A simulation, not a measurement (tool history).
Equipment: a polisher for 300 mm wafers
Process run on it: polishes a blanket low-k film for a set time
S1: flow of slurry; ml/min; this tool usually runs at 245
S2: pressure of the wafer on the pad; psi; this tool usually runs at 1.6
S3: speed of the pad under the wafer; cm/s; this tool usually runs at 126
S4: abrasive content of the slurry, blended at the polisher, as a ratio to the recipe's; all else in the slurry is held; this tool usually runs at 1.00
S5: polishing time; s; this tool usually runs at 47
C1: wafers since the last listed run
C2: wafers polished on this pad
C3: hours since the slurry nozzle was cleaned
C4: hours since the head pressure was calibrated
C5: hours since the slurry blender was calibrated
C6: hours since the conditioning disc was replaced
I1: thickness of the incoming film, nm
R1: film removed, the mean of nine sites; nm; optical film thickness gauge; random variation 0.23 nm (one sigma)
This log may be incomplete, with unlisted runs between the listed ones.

| run | hour | S1 | S2 | S3 | S4 | S5 | C1 | C2 | C3 | C4 | C5 | C6 | I1 | R1 |
|---|---|---|---|---|---|---|---|---|---|---|---|---|---|---|
| 1 | 0.0 | 245 | 1.6 | 126 | 1.00 | 47 | 0 | 5462 | 664.1 | 447.6 | 382.4 | 299.8 | 797.0 | 20.4 |
|  | 52.8 | slurry nozzle cleaned |
| 2 | 101.4 | 245 | 1.6 | 144 | 1.00 | 47 | 1403 | 6866 | 48.6 | 549.0 | 483.8 | 401.2 | 780.1 | 21.9 |
|  | 121.1 | worn pad replaced by a new one |
|  | 171.2 | head pressure recalibrated |
| 3 | 178.9 | 245 | 1.6 | 126 | 1.10 | 44 | 999 | 779 | 126.1 | 7.7 | 561.3 | 478.7 | 774.8 | 20.2 |
|  | 194.0 | slurry blender recalibrated |
| 4 | 238.0 | 245 | 1.6 | 126 | 1.00 | 47 | 798 | 1578 | 185.2 | 66.8 | 44.0 | 537.8 | 776.4 | 20.3 |
| 5 | 336.8 | 245 | 1.6 | 126 | 1.00 | 47 | 1381 | 2959 | 284.0 | 165.6 | 142.8 | 636.6 | 794.8 | 20.4 |
|  | 354.2 | conditioning disc replaced and pad reconditioned |
| 6 | 416.2 | 245 | 1.6 | 126 | 1.00 | 47 | 1082 | 4041 | 363.4 | 245.0 | 222.2 | 62.0 | 788.6 | 20.7 |
| 7 | 464.4 | 245 | 1.6 | 92 | 1.00 | 47 | 673 | 4715 | 411.6 | 293.2 | 270.4 | 110.2 | 787.1 | 18.1 |
| 8 | 567.6 | 245 | 1.6 | 106 | 1.10 | 47 | 1442 | 6158 | 514.8 | 396.4 | 373.6 | 213.4 | 778.5 | 19.9 |
| 9 | 634.8 | 210 | 1.6 | 126 | 1.10 | 47 | 939 | 7098 | 582.0 | 463.6 | 440.8 | 280.6 | 779.3 | 21.6 |
| 10 | 701.7 | 245 | 1.6 | 84 | 1.00 | 47 | 935 | 8033 | 648.9 | 530.5 | 507.7 | 347.5 | 799.6 | 17.4 |
|  | 722.5 | slurry blender recalibrated |
|  | 752.0 | worn pad replaced by a new one |
|  | 754.7 | head pressure recalibrated |
| 11 | 755.2 | 245 | 1.6 | 126 | 0.85 | 47 | 636 | 17 | 702.4 | 0.5 | 32.7 | 401.0 | 794.2 | 18.9 |
| 12 | 799.6 | 270 | 1.9 | 154 | 1.10 | 47 | 620 | 638 | 746.8 | 44.9 | 77.1 | 445.4 | 801.3 | 29.1 |
|  | 810.9 | slurry nozzle cleaned |
| 13 | 897.2 | 245 | 1.6 | 126 | 1.00 | 47 | 1350 | 1988 | 86.3 | 142.5 | 174.7 | 543.0 | 775.7 | 20.7 |
|  | 943.1 | conditioning disc replaced and pad reconditioned |
| 14 | 994.6 | 245 | 1.6 | 126 | 1.00 | 47 | 1333 | 3322 | 183.7 | 239.9 | 272.1 | 51.5 | 789.7 | 20.5 |
| 15 | 1060.6 | 245 | 1.6 | 126 | 1.00 | 47 | 922 | 4245 | 249.7 | 305.9 | 338.1 | 117.5 | 799.4 | 20.7 |
| 16 | 1143.3 | 245 | 1.6 | 126 | 1.00 | 47 | 1156 | 5401 | 332.4 | 388.6 | 420.8 | 200.2 | 801.7 | 20.5 |
| 17 | 1214.5 | 215 | 1.4 | 126 | 0.75 | 53 | 995 | 6397 | 403.6 | 459.8 | 492.0 | 271.4 | 790.5 | 17.2 |
| 18 | 1254.8 | 245 | 1.3 | 126 | 1.00 | 47 | 563 | 6960 | 443.9 | 500.1 | 532.3 | 311.7 | 788.3 | 16.9 |
|  | 1296.0 | slurry blender recalibrated |
| 19 | 1300.1 | 290 | 1.6 | 126 | 1.00 | 47 | 605 | 7565 | 489.2 | 545.4 | 4.1 | 357.0 | 790.0 | 20.9 |
| 20 | 1385.3 | 245 | 1.4 | 106 | 1.25 | 36 | 1191 | 8757 | 574.4 | 630.6 | 89.3 | 442.2 | 792.9 | 13.9 |
|  | 1390.1 | worn pad replaced by a new one |
|  | 1416.2 | head pressure recalibrated |
| 21 | 1422.1 | 245 | 1.6 | 156 | 1.00 | 47 | 430 | 419 | 611.2 | 5.9 | 126.1 | 479.0 | 779.2 | 23.3 |
|  | 1448.1 | conditioning disc replaced and pad reconditioned |
| 22 | 1509.6 | 245 | 1.6 | 88 | 0.75 | 47 | 1195 | 1615 | 698.7 | 93.4 | 213.6 | 61.5 | 788.3 | 15.2 |

Run 23, settings as shown, results not yet in. Your forecast:
|  | 1603.8 | slurry nozzle cleaned |
| 23 | 1613.5 | 245 | 1.6 | 126 | 1.00 | 47 | 1438 | 3053 | 9.7 | 197.3 | 317.5 | 165.4 | 791.1 | ? |

{"run 23": {"R1": 20.4}}
With the hidden condition absent and the run-to-run variation left alone, this run would have shown R1 20.4 nm.

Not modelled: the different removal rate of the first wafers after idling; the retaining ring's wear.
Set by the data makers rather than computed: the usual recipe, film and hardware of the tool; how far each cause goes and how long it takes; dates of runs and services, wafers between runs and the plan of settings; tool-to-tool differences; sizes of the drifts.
